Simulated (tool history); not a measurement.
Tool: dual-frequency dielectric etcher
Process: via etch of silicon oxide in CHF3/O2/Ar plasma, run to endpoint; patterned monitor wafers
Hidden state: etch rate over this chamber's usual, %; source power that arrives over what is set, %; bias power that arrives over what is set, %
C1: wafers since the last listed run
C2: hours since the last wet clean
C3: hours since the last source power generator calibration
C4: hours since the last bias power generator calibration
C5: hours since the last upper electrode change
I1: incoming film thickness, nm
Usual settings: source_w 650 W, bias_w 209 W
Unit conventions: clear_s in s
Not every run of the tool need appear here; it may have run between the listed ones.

run 1 day=0 | source_w=650 bias_w=209 | C1=0 C2=239.2 C3=2796.3 C4=1418.2 C5=4235.2 | I1=431.2 | clear_s=198.9
run 2 day=0.688 | source_w=650 bias_w=209 | C1=99 C2=255.7 C3=2812.8 C4=1434.7 C5=4251.7 | I1=433.9 | clear_s=202.5
run 3 day=1.075 | source_w=650 bias_w=209 | C1=55 C2=265 C3=2822.1 C4=1444 C5=4261 | I1=435.7 | clear_s=202.3
run 4 day=1.721 | source_w=650 bias_w=198 | C1=93 C2=280.5 C3=2837.6 C4=1459.5 C5=4276.5 | I1=437 | clear_s=207.3
run 5 day=2.004 | source_w=650 bias_w=198 | C1=40 C2=287.3 C3=2844.4 C4=1466.3 C5=4283.3 | I1=434.4 | clear_s=205.5
run 6 day=2.375 | source_w=650 bias_w=198 | C1=53 C2=296.2 C3=2853.3 C4=1475.2 C5=4292.2 | I1=436.1 | clear_s=205.5
run 7 day=2.85 | source_w=650 bias_w=209 | C1=68 C2=307.6 C3=2864.7 C4=1486.6 C5=4303.6 | I1=437.6 | clear_s=200.1
run 8 day=3.483 | source_w=650 bias_w=209 | C1=91 C2=322.8 C3=2879.9 C4=1501.8 C5=4318.8 | I1=436.5 | clear_s=200.8
-- day=4.879 upper electrode replaced
run 9 day=4.9 | source_w=650 bias_w=209 | C1=60 C2=356.8 C3=2913.9 C4=1535.8 C5=0.5 | I1=433.8 | clear_s=198.4
run 10 day=4.921 | source_w=650 bias_w=209 | C1=3 C2=357.3 C3=2914.4 C4=1536.3 C5=1 | I1=434.6 | clear_s=198.6
run 11 day=5.121 | source_w=760 bias_w=209 | C1=28 C2=362.1 C3=2919.2 C4=1541.1 C5=5.8 | I1=435.1 | clear_s=185.8
run 12 day=5.608 | source_w=760 bias_w=209 | C1=70 C2=373.8 C3=2930.9 C4=1552.8 C5=17.5 | I1=431.4 | clear_s=183.9
run 13 day=6.154 | source_w=530 bias_w=209 | C1=78 C2=386.9 C3=2944 C4=1565.9 C5=30.6 | I1=431.4 | clear_s=214.4
run 14 day=6.758 | source_w=530 bias_w=209 | C1=87 C2=401.4 C3=2958.5 C4=1580.4 C5=45.1 | I1=433.4 | clear_s=215.2
run 15 day=7.208 | source_w=770 bias_w=224 | C1=65 C2=412.2 C3=2969.3 C4=1591.2 C5=55.9 | I1=439.1 | clear_s=178.7
run 16 day=7.546 | source_w=780 bias_w=230 | C1=48 C2=420.3 C3=2977.4 C4=1599.3 C5=64 | I1=432.4 | clear_s=172.7
-- day=7.971 bias power generator calibrated
-- day=8.75 source power generator calibrated
-- day=9.075 wet clean of the chamber
run 17 day=9.096 | source_w=750 bias_w=232 | C1=128 C2=0.5 C3=8.3 C4=27 C5=101.2 | I1=441.1 | clear_s=187.2
run 18 day=9.438 | source_w=560 bias_w=167 | C1=49 C2=8.7 C3=16.5 C4=35.2 C5=109.4 | I1=428.5 | clear_s=246.3
run 19 day=9.708 | source_w=650 bias_w=198 | C1=39 C2=15.2 C3=23 C4=41.7 C5=115.9 | I1=436.2 | clear_s=213.3
run 20 day=10.229 | source_w=710 bias_w=166 | C1=75 C2=27.7 C3=35.5 C4=54.2 C5=128.4 | I1=432.8 | clear_s=225.3
run 21 day=10.725 | source_w=650 bias_w=224 | C1=71 C2=39.6 C3=47.4 C4=66.1 C5=140.3 | I1=437 | clear_s=198.3

Run 22, settings as shown, results not yet in. Your forecast:
run 22 day=11.225 | source_w=730 bias_w=239 | C1=72 C2=51.6 C3=59.4 C4=78.1 C5=152.3 | I1=428.3 | clear_s=?

{"run 22": {"clear_s": 177.6}}
Take away the tool's hidden state, keep the run-to-run variation as it was, and the same run would have given clear_s 178.7 s.

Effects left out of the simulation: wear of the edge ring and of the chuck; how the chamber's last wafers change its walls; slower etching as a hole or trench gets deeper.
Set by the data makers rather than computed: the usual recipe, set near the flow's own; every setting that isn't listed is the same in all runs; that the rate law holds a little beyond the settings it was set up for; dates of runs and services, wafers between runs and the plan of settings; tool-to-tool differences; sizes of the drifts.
